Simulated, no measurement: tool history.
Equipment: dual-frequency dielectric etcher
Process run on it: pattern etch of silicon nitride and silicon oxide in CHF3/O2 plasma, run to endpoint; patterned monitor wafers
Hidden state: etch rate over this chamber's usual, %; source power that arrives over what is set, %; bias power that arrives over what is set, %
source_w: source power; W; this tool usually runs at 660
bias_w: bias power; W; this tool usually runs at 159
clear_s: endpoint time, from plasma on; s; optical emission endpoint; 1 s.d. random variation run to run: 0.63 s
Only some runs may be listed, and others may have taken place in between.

run,hour,source_w,bias_w,wafers since the last listed run,hours since the last wet clean,hours since the last source power generator calibration,hours since the last bias power generator calibration,hours since the last upper electrode change,"incoming incoming film thickness, nm",clear_s
1,0,590,159,0,588,1583.5,1443,1885.3,301.9,214.5
# hour 20.9: wet clean of the chamber
2,31.3,590,159,91,10.4,1614.8,1474.3,1916.6,299.1,211.6
3,44.1,660,159,113,23.2,1627.6,1487.1,1929.4,299.9,199.8
4,62.4,740,147,162,41.5,1645.9,1505.4,1947.7,304.9,199.8
5,82,740,147,173,61.1,1665.5,1525,1967.3,300.6,196.9
6,106.4,740,147,216,85.5,1689.9,1549.4,1991.7,300.9,196.7
7,121,660,147,129,100.1,1704.5,1564,2006.3,297.5,206
8,140.1,660,147,169,119.2,1723.6,1583.1,2025.4,301.4,210.5
9,165.5,660,147,224,144.6,1749,1608.5,2050.8,299,207.2
10,178,660,159,110,157.1,1761.5,1621,2063.3,296.8,198.3
11,211.8,780,159,299,190.9,1795.3,1654.8,2097.1,300.5,185.6
12,241.2,780,159,260,220.3,1824.7,1684.2,2126.5,301.6,184.7
13,259.2,780,159,159,238.3,1842.7,1702.2,2144.5,299.3,183.5
# hour 290.1: bias power generator calibrated
14,290.6,660,159,242,269.7,1874.1,0.5,2175.9,302.4,202.1
15,310.6,660,159,177,289.7,1894.1,20.5,2195.9,304.9,203.6
# hour 346.9: source power generator calibrated
# hour 348.9: upper electrode replaced
16,390.9,660,159,658,370,44,100.8,42,296,197.9
17,420.9,660,159,265,400,74,130.8,72,300.1,201.3
18,449.8,660,159,255,428.9,102.9,159.7,100.9,301.8,201.6
19,483.1,570,159,294,462.2,136.2,193,134.2,301.9,218.2
20,512.8,660,159,262,491.9,165.9,222.7,163.9,299.8,201
21,525.9,660,193,115,505,179,235.8,177,302.4,183.9

Run 22 comes next. What will it give?
22,551.2,720,193,223,530.3,204.3,261.1,202.3,301.2,?

For run 22 the tool returned clear_s 175 s.
On a tool with no hidden condition, and with the same random variation, this run would have come out at clear_s 175 s.
